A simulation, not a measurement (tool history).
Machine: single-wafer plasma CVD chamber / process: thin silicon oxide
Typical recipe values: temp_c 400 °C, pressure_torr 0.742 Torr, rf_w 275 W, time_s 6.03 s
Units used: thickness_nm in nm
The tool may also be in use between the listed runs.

run,day,temp_c,pressure_torr,rf_w,time_s,"read-back reference wafer on the same gauge, thickness_nm",thickness_nm
1,0.000,400,0.742,275,6.03,7.507,8.735
2,0.962,400,0.742,275,6.03,7.505,8.713
3,2.042,400,0.742,275,6.03,7.518,8.716
4,4.638,390,0.742,275,6.03,7.513,8.782
5,5.267,390,0.742,275,6.03,7.505,8.754
6,6.204,400,0.742,315,6.03,7.507,9.608
7,9.483,400,0.742,315,6.03,7.507,9.265
8,10.658,400,0.742,315,6.03,7.502,9.219
9,11.062,400,0.742,275,6.03,7.512,8.319
10,11.708,400,0.742,275,6.03,7.513,8.295
11,13.025,400,0.742,275,6.03,7.513,9.029
12,14.192,400,0.742,275,6.03,7.517,9.049
13,18.600,400,0.606,275,6.03,7.516,7.212
14,19.367,408,0.648,235,6.66,7.511,7.474
15,20.850,400,0.742,275,6.03,7.508,8.928
16,22.196,410,0.882,310,6.03,7.505,11.265
17,22.971,400,0.742,275,6.03,7.511,8.903
18,23.550,400,0.742,275,6.03,7.509,8.892
19,24.058,400,0.742,275,6.03,7.512,8.881
20,24.854,413,0.560,275,6.03,7.515,6.554
21,25.533,400,0.654,330,6.36,7.513,9.265
22,26.175,412,0.590,275,6.03,7.511,6.901
23,27.171,400,0.913,275,6.03,7.508,10.689
24,28.358,389,0.605,275,6.91,7.506,8.242

Put back what was entered between runs (6 entries, withheld): which listed runs does each sit between, and how does the hidden state differ from the listed run before to the listed run after?
From run 6 to run 7: RF generator calibrated (day 8.517)
  delivered RF power above the setpoint (%): -5.25 -> -9.83
  difference, measured minus the result without the unlogged condition, thickness_nm: -0.361 -> -0.707 nm
From run 7 to run 8: thermocouple changed; heater temperature recalibrated (day 10.638)
  delivered RF power above the setpoint (%): -9.83 -> -10.1
  difference, measured minus the result without the unlogged condition, thickness_nm: -0.707 -> -0.726 nm
From run 10 to run 11: RF generator calibrated, repeated, since the last time left the tool worse (day 12.079); gauge calibrated (day 12.429)
  delivered RF power above the setpoint (%): -10.3 -> -0.927
  difference, measured minus the result without the unlogged condition, thickness_nm: -0.758 -> -0.063 nm
From run 12 to run 13: capacitance manometer re-zeroed and calibrated (day 16.600)
  delivered RF power above the setpoint (%): -1.19 -> -2.07
  difference, measured minus the result without the unlogged condition, thickness_nm: -0.082 -> -0.115 nm
From run 15 to run 16: showerhead replaced (day 21.838)
  delivered RF power above the setpoint (%): -2.46 -> -2.68
  difference, measured minus the result without the unlogged condition, thickness_nm: -0.170 -> -0.209 nm
